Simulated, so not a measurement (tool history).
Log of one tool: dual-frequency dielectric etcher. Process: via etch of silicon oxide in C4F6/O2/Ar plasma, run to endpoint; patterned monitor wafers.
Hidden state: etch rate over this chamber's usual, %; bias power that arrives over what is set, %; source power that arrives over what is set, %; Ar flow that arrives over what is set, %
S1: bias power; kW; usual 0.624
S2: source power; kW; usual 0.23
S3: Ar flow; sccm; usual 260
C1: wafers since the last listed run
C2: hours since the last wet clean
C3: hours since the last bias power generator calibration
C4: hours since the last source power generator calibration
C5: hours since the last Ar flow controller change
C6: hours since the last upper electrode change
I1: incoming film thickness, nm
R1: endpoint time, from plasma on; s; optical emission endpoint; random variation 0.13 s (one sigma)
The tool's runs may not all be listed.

run	hour	S1	S2	S3	C1	C2	C3	C4	C5	C6	I1	R1
1	0	0.624	0.23	260	0	285	1242.7	2491.7	4089.7	3331.6	127	33.1
2	22.3	0.624	0.23	260	333	307.3	1265	2514	4112	3353.9	128.6	33.3
3	34.4	0.624	0.23	260	180	319.4	1277.1	2526.1	4124.1	3366	126.8	32.7
4	63.4	0.624	0.23	260	433	348.4	1306.1	2555.1	4153.1	3395	127.9	32.8
5	94.7	0.544	0.28	260	467	379.7	1337.4	2586.4	4184.4	3426.3	129	33.8
6	109.7	0.544	0.28	260	223	394.7	1352.4	2601.4	4199.4	3441.3	127.7	33.5
# hour 181.3: upper electrode replaced
# hour 224.2: wet clean of the chamber
7	224.7	0.544	0.28	260	1000	0.5	1467.4	2716.4	4314.4	43.4	127.6	34
8	237.2	0.624	0.23	309	186	13	1479.9	2728.9	4326.9	55.9	127.3	34
9	271.6	0.624	0.23	309	513	47.4	1514.3	2763.3	4361.3	90.3	128	34.3
10	284.9	0.624	0.23	260	198	60.7	1527.6	2776.6	4374.6	103.6	127.7	33.6
11	311.6	0.544	0.28	260	398	87.4	1554.3	2803.3	4401.3	130.3	128.5	34.2
12	332.1	0.673	0.28	260	306	107.9	1574.8	2823.8	4421.8	150.8	128.2	31.1
13	353.2	0.697	0.19	260	315	129	1595.9	2844.9	4442.9	171.9	128.2	33.4
14	378.9	0.624	0.2	300	383	154.7	1621.6	2870.6	4468.6	197.6	126	34.3
# hour 410.6: source power generator calibrated
# hour 412.8: Ar flow controller replaced
15	413.3	0.544	0.28	260	421	189.1	1656	2.7	0.5	232	129.8	34.3
# hour 429.3: bias power generator calibrated
16	438.8	0.58	0.18	298	321	214.6	9.5	28.2	26	257.5	127.3	36.3
17	471.3	0.477	0.17	260	485	247.1	42	60.7	58.5	290	128.1	39.6
18	501.5	0.703	0.25	279	450	277.3	72.2	90.9	88.7	320.2	127.8	31.3
19	533.3	0.699	0.23	260	474	309.1	104	122.7	120.5	352	128.6	31.7
20	546.7	0.624	0.25	260	200	322.5	117.4	136.1	133.9	365.4	128.3	32.7

5 ways to go on from here, each from the tool as it stands after run 20. What would each give?
A	547.1	0.624	0.23	308	5	322.9	117.8	136.5	134.3	365.8	127.3	?
B	547.1	0.624	0.21	305	5	322.9	117.8	136.5	134.3	365.8	127.3	?
C	547.1	0.624	0.23	239	5	322.9	117.8	136.5	134.3	365.8	127.3	?
D	547.1	0.624	0.26	296	5	322.9	117.8	136.5	134.3	365.8	127.3	?
E	547.1	0.624	0.26	282	5	322.9	117.8	136.5	134.3	365.8	127.3	?

run	R1
A	33.6
B	34.2
C	32.7
D	32.5
E	32.4
Without the tool's hidden state the same runs would have given:
run	R1
A	34.2
B	34.8
C	33.3
D	33.1
E	33
